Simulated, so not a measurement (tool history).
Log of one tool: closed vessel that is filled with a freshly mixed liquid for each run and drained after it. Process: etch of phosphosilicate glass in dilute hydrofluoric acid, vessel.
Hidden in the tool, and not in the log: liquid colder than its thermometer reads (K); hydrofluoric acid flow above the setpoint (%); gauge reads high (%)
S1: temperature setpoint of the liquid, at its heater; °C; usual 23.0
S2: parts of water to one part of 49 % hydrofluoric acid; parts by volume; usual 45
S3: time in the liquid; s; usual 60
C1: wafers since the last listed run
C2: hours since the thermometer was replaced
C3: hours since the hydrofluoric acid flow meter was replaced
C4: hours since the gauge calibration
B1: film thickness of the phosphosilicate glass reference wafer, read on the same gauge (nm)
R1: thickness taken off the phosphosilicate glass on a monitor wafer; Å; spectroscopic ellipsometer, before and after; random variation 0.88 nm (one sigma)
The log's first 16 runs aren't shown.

run	hour	S1	S2	S3	C1	C2	C3	C4	B1	R1
17	1481.4	23.0	45	60	19486	694.8	488.4	777.3	130.00	1237.7
18	1522.9	18.0	45	45	4729	736.3	529.9	818.8	130.00	752.6
19	1823.8	26.5	55	60	34288	1037.2	830.8	1119.7	130.02	1171.1
20	1867.8	27.5	45	60	5013	1081.2	874.8	1163.7	130.03	1511.4
21	1915.6	20.5	60	30	5447	1129.0	922.6	1211.5	129.99	420.6
22	1954.8	23.0	45	60	4467	1168.2	961.8	1250.7	130.00	1280.7
23	2017.3	23.0	45	60	7122	1230.7	1024.3	1313.2	129.99	1261.7
24	2078.9	27.5	45	40	7019	1292.3	1085.9	1374.8	130.01	1024.8
25	2181.2	21.5	35	60	11657	1394.6	1188.2	1477.1	130.00	1541.0
26	2219.2	23.0	45	60	4330	1432.6	1226.2	1515.1	130.00	1288.4
27	2269.2	20.5	40	60	5697	1482.6	1276.2	1565.1	129.97	1300.7
28	2323.3	23.0	45	60	6164	1536.7	1330.3	1619.2	129.98	1266.7
29	2415.3	23.0	45	60	10483	1628.7	1422.3	1711.2	130.05	1277.7
30	2461.5	23.0	40	60	5264	1674.9	1468.5	1757.4	130.01	1471.9
31	2557.2	21.0	55	60	10905	1770.6	1564.2	1853.1	130.01	967.9

5 ways to go on from here, each from the tool as it stands after run 31. What would each give?
A	2557.9	23.0	45	60	79	1771.3	1564.9	1853.8	?	?
B	2557.9	24.5	30	60	79	1771.3	1564.9	1853.8	?	?
C	2557.9	23.0	35	35	79	1771.3	1564.9	1853.8	?	?
D	2557.9	27.0	65	85	79	1771.3	1564.9	1853.8	?	?
E	2557.9	24.5	45	70	79	1771.3	1564.9	1853.8	?	?

run	B1	R1
A	129.98	1288.6
B	129.98	2097.3
C	129.98	978.3
D	129.98	1450.6
E	129.98	1600.0
Without the tool's hidden state the same runs would have given:
run	R1
A	1201.9
B	1957.9
C	913.3
D	1350.1
E	1492.1
